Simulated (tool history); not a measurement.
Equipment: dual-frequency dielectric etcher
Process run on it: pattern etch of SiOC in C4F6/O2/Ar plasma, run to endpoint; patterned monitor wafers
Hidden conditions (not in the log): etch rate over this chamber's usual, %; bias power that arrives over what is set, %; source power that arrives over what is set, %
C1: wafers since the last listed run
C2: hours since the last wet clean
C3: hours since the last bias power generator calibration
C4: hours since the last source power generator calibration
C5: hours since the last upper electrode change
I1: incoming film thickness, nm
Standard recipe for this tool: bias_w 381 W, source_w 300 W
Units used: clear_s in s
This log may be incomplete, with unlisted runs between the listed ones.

run 1 hour=0 | bias_w=381 source_w=300 | C1=0 C2=176.1 C3=1773.6 C4=1578.4 C5=1511.7 | I1=46.47 | clear_s=17.5
run 2 hour=44.7 | bias_w=381 source_w=300 | C1=1072 C2=220.8 C3=1818.3 C4=1623.1 C5=1556.4 | I1=46.61 | clear_s=17.5
-- hour=250 bias power generator calibrated
run 3 hour=276.1 | bias_w=381 source_w=300 | C1=5456 C2=452.2 C3=26.1 C4=1854.5 C5=1787.8 | I1=46.48 | clear_s=16.9
run 4 hour=380.3 | bias_w=381 source_w=250 | C1=2500 C2=556.4 C3=130.3 C4=1958.7 C5=1892 | I1=46.54 | clear_s=17.7
-- hour=472.9 wet clean of the chamber
run 5 hour=473.4 | bias_w=334 source_w=300 | C1=1658 C2=0.5 C3=223.4 C4=2051.8 C5=1985.1 | I1=47.13 | clear_s=18.8
run 6 hour=506.7 | bias_w=381 source_w=260 | C1=799 C2=33.8 C3=256.7 C4=2085.1 C5=2018.4 | I1=46.66 | clear_s=18.2
run 7 hour=606 | bias_w=381 source_w=260 | C1=2382 C2=133.1 C3=356 C4=2184.4 C5=2117.7 | I1=46.11 | clear_s=18
run 8 hour=646.4 | bias_w=381 source_w=300 | C1=969 C2=173.5 C3=396.4 C4=2224.8 C5=2158.1 | I1=46.19 | clear_s=17.2
-- hour=726.8 upper electrode replaced
run 9 hour=727.3 | bias_w=381 source_w=300 | C1=1365 C2=254.4 C3=477.3 C4=2305.7 C5=0.5 | I1=46.39 | clear_s=17
run 10 hour=763.5 | bias_w=381 source_w=300 | C1=868 C2=290.6 C3=513.5 C4=2341.9 C5=36.7 | I1=46.46 | clear_s=17.1
run 11 hour=801 | bias_w=381 source_w=350 | C1=899 C2=328.1 C3=551 C4=2379.4 C5=74.2 | I1=46.09 | clear_s=16.2
run 12 hour=869.4 | bias_w=381 source_w=300 | C1=1641 C2=396.5 C3=619.4 C4=2447.8 C5=142.6 | I1=46.51 | clear_s=17
run 13 hour=928.7 | bias_w=381 source_w=300 | C1=1422 C2=455.8 C3=678.7 C4=2507.1 C5=201.9 | I1=46 | clear_s=16.8
run 14 hour=977.7 | bias_w=381 source_w=300 | C1=1175 C2=504.8 C3=727.7 C4=2556.1 C5=250.9 | I1=46.31 | clear_s=16.7
-- hour=1034.9 wet clean of the chamber
run 15 hour=1044 | bias_w=381 source_w=300 | C1=1015 C2=9.1 C3=794 C4=2622.4 C5=317.2 | I1=46.15 | clear_s=17.6
run 16 hour=1095.6 | bias_w=381 source_w=300 | C1=1238 C2=60.7 C3=845.6 C4=2674 C5=368.8 | I1=46.9 | clear_s=17.7
run 17 hour=1188.4 | bias_w=381 source_w=300 | C1=2226 C2=153.5 C3=938.4 C4=2766.8 C5=461.6 | I1=47.11 | clear_s=17.9
run 18 hour=1288.3 | bias_w=460 source_w=340 | C1=2397 C2=253.4 C3=1038.3 C4=2866.7 C5=561.5 | I1=46.38 | clear_s=15.3
run 19 hour=1346 | bias_w=381 source_w=300 | C1=1384 C2=311.1 C3=1096 C4=2924.4 C5=619.2 | I1=46 | clear_s=17.1
run 20 hour=1429 | bias_w=381 source_w=300 | C1=1991 C2=394.1 C3=1179 C4=3007.4 C5=702.2 | I1=46.77 | clear_s=17.3
run 21 hour=1517.8 | bias_w=471 source_w=220 | C1=2130 C2=482.9 C3=1267.8 C4=3096.2 C5=791 | I1=46.5 | clear_s=17
-- hour=1605.8 wet clean of the chamber
run 22 hour=1606.3 | bias_w=381 source_w=300 | C1=1547 C2=0.5 C3=1356.3 C4=3184.7 C5=879.5 | I1=46.31 | clear_s=17.6
run 23 hour=1635.9 | bias_w=381 source_w=370 | C1=710 C2=30.1 C3=1385.9 C4=3214.3 C5=909.1 | I1=46.52 | clear_s=16.5
run 24 hour=1706.2 | bias_w=431 source_w=300 | C1=1686 C2=100.4 C3=1456.2 C4=3284.6 C5=979.4 | I1=46.6 | clear_s=16.7
run 25 hour=1746.1 | bias_w=307 source_w=270 | C1=957 C2=140.3 C3=1496.1 C4=3324.5 C5=1019.3 | I1=46.24 | clear_s=19.9
-- hour=1814.5 source power generator calibrated
run 26 hour=1853.8 | bias_w=353 source_w=260 | C1=2488 C2=248 C3=1603.8 C4=39.3 C5=1127 | I1=47.01 | clear_s=18.9
-- hour=1901 bias power generator calibrated
run 27 hour=1942.4 | bias_w=381 source_w=300 | C1=2030 C2=336.6 C3=41.4 C4=127.9 C5=1215.6 | I1=46.99 | clear_s=17.3
run 28 hour=2016.8 | bias_w=353 source_w=340 | C1=1785 C2=411 C3=115.8 C4=202.3 C5=1290 | I1=46.43 | clear_s=17.1
run 29 hour=2094 | bias_w=381 source_w=300 | C1=1852 C2=488.2 C3=193 C4=279.5 C5=1367.2 | I1=46.35 | clear_s=16.7
-- hour=2154.2 wet clean of the chamber
run 30 hour=2184.3 | bias_w=341 source_w=330 | C1=1590 C2=30.1 C3=283.3 C4=369.8 C5=1457.5 | I1=46.17 | clear_s=18.3
run 31 hour=2253.3 | bias_w=471 source_w=220 | C1=1655 C2=99.1 C3=352.3 C4=438.8 C5=1526.5 | I1=47 | clear_s=17.6
run 32 hour=2317.5 | bias_w=351 source_w=360 | C1=1540 C2=163.3 C3=416.5 C4=503 C5=1590.7 | I1=46.82 | clear_s=17.4
run 33 hour=2405.6 | bias_w=334 source_w=270 | C1=2114 C2=251.4 C3=504.6 C4=591.1 C5=1678.8 | I1=46.63 | clear_s=19.3

For each run, the measured value with the value that run would have given without the tool's hidden condition subtracted. The run-to-run variation is shared by both, the gauge scatter possibly not:
run=1 clear_s=-0.3
run=2 clear_s=-0.3
run=3 clear_s=-0.6
run=4 clear_s=-0.8
run=5 clear_s=-0.1
run=6 clear_s=-0.2
run=7 clear_s=-0.4
run=8 clear_s=-0.4
run=9 clear_s=-0.6
run=10 clear_s=-0.6
run=11 clear_s=-0.6
run=12 clear_s=-0.7
run=13 clear_s=-0.8
run=14 clear_s=-0.9
run=15 clear_s=+0.1
run=16 clear_s=+0
run=17 clear_s=-0.1
run=18 clear_s=-0.3
run=19 clear_s=-0.4
run=20 clear_s=-0.5
run=21 clear_s=-0.6
run=22 clear_s=-0.1
run=23 clear_s=-0.1
run=24 clear_s=-0.2
run=25 clear_s=-0.3
run=26 clear_s=-0.5
run=27 clear_s=-0.6
run=28 clear_s=-0.7
run=29 clear_s=-0.8
run=30 clear_s=+0.1
run=31 clear_s=+0
run=32 clear_s=-0.1
run=33 clear_s=-0.2
